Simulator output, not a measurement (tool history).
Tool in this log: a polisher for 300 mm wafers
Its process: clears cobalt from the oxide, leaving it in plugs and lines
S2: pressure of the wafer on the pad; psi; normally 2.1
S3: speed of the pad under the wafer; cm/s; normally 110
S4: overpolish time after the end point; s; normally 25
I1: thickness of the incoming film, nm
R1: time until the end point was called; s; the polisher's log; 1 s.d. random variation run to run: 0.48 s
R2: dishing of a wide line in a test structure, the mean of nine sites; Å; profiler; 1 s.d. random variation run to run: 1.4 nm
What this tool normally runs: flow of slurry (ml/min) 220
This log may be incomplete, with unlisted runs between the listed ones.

{"run": 1, "day": 0.0, "flow of slurry (ml/min)": 220, "S2": 2.1, "S3": 110, "S4": 25, "I1": 159.5, "R1": 36.1, "R2": 651}
{"day": 2.683, "done": "worn pad replaced by a new one"}
{"day": 3.146, "done": "slurry nozzle cleaned"}
{"run": 2, "day": 4.4, "flow of slurry (ml/min)": 220, "S2": 2.1, "S3": 110, "S4": 25, "I1": 162.1, "R1": 34.7, "R2": 683}
{"run": 3, "day": 6.433, "flow of slurry (ml/min)": 220, "S2": 2.1, "S3": 110, "S4": 25, "I1": 160.8, "R1": 33.3, "R2": 657}
{"run": 4, "day": 8.0, "flow of slurry (ml/min)": 220, "S2": 2.1, "S3": 110, "S4": 25, "I1": 160.8, "R1": 35.0, "R2": 652}
{"run": 5, "day": 12.412, "flow of slurry (ml/min)": 220, "S2": 2.1, "S3": 110, "S4": 25, "I1": 157.5, "R1": 35.2, "R2": 674}
{"run": 6, "day": 18.217, "flow of slurry (ml/min)": 220, "S2": 2.1, "S3": 110, "S4": 25, "I1": 159.3, "R1": 34.6, "R2": 634}
{"day": 21.358, "done": "worn pad replaced by a new one"}
{"run": 7, "day": 21.75, "flow of slurry (ml/min)": 220, "S2": 2.1, "S3": 122, "S4": 25, "I1": 156.6, "R1": 33.6, "R2": 654}
{"day": 22.9, "done": "slurry nozzle cleaned"}
{"run": 8, "day": 23.358, "flow of slurry (ml/min)": 220, "S2": 2.1, "S3": 110, "S4": 25, "I1": 160.7, "R1": 38.7, "R2": 652}
{"run": 9, "day": 32.479, "flow of slurry (ml/min)": 220, "S2": 2.1, "S3": 110, "S4": 25, "I1": 163.0, "R1": 40.7, "R2": 643}
{"day": 35.854, "done": "head pressure recalibrated"}
{"day": 36.312, "done": "worn pad replaced by a new one, repeated, since the last time left the tool worse"}
{"run": 10, "day": 36.367, "flow of slurry (ml/min)": 220, "S2": 2.1, "S3": 110, "S4": 25, "I1": 160.1, "R1": 33.5, "R2": 659}
{"run": 11, "day": 40.592, "flow of slurry (ml/min)": 220, "S2": 2.1, "S3": 110, "S4": 25, "I1": 161.2, "R1": 34.5, "R2": 685}
{"run": 12, "day": 43.033, "flow of slurry (ml/min)": 220, "S2": 2.1, "S3": 110, "S4": 25, "I1": 159.0, "R1": 35.0, "R2": 664}
{"run": 13, "day": 45.146, "flow of slurry (ml/min)": 220, "S2": 1.5, "S3": 110, "S4": 25, "I1": 159.7, "R1": 46.7, "R2": 570}
{"day": 47.883, "done": "slurry nozzle cleaned"}
{"run": 14, "day": 48.421, "flow of slurry (ml/min)": 220, "S2": 2.1, "S3": 110, "S4": 25, "I1": 161.1, "R1": 35.4, "R2": 671}
{"day": 51.692, "done": "worn pad replaced by a new one"}
{"run": 15, "day": 52.275, "flow of slurry (ml/min)": 220, "S2": 2.6, "S3": 110, "S4": 33, "I1": 161.2, "R1": 28.9, "R2": 807}
{"run": 16, "day": 53.933, "flow of slurry (ml/min)": 265, "S2": 2.1, "S3": 88, "S4": 25, "I1": 159.0, "R1": 42.3, "R2": 616}
{"run": 17, "day": 56.05, "flow of slurry (ml/min)": 220, "S2": 2.1, "S3": 110, "S4": 25, "I1": 158.0, "R1": 34.3, "R2": 654}
{"run": 18, "day": 60.146, "flow of slurry (ml/min)": 220, "S2": 1.7, "S3": 110, "S4": 25, "I1": 160.9, "R1": 43.3, "R2": 593}
{"run": 19, "day": 63.583, "flow of slurry (ml/min)": 220, "S2": 2.1, "S3": 110, "S4": 25, "I1": 160.8, "R1": 34.6, "R2": 652}
{"run": 20, "day": 67.512, "flow of slurry (ml/min)": 150, "S2": 2.1, "S3": 94, "S4": 25, "I1": 160.1, "R1": 45.2, "R2": 587}
{"day": 69.183, "done": "head pressure recalibrated"}
{"day": 69.408, "done": "slurry nozzle cleaned"}
{"day": 70.033, "done": "worn pad replaced by a new one"}
{"run": 21, "day": 70.592, "flow of slurry (ml/min)": 220, "S2": 2.5, "S3": 110, "S4": 36, "I1": 158.7, "R1": 28.4, "R2": 806}
{"run": 22, "day": 75.775, "flow of slurry (ml/min)": 175, "S2": 1.8, "S3": 136, "S4": 12, "I1": 161.7, "R1": 34.0, "R2": 444}
{"run": 23, "day": 77.996, "flow of slurry (ml/min)": 220, "S2": 2.1, "S3": 146, "S4": 25, "I1": 159.0, "R1": 26.4, "R2": 728}

Forecast run 24:
{"day": 88.625, "done": "worn pad replaced by a new one"}
{"run": 24, "day": 89.512, "flow of slurry (ml/min)": 220, "S2": 2.1, "S3": 72, "S4": 29, "I1": 159.3, "R1": "?", "R2": "?"}

Run 24 yielded R1 51.3 s, R2 596 Å.
The same run, on a tool lacking any hidden state, would have yielded R1 51.0 s, R2 598 Å.
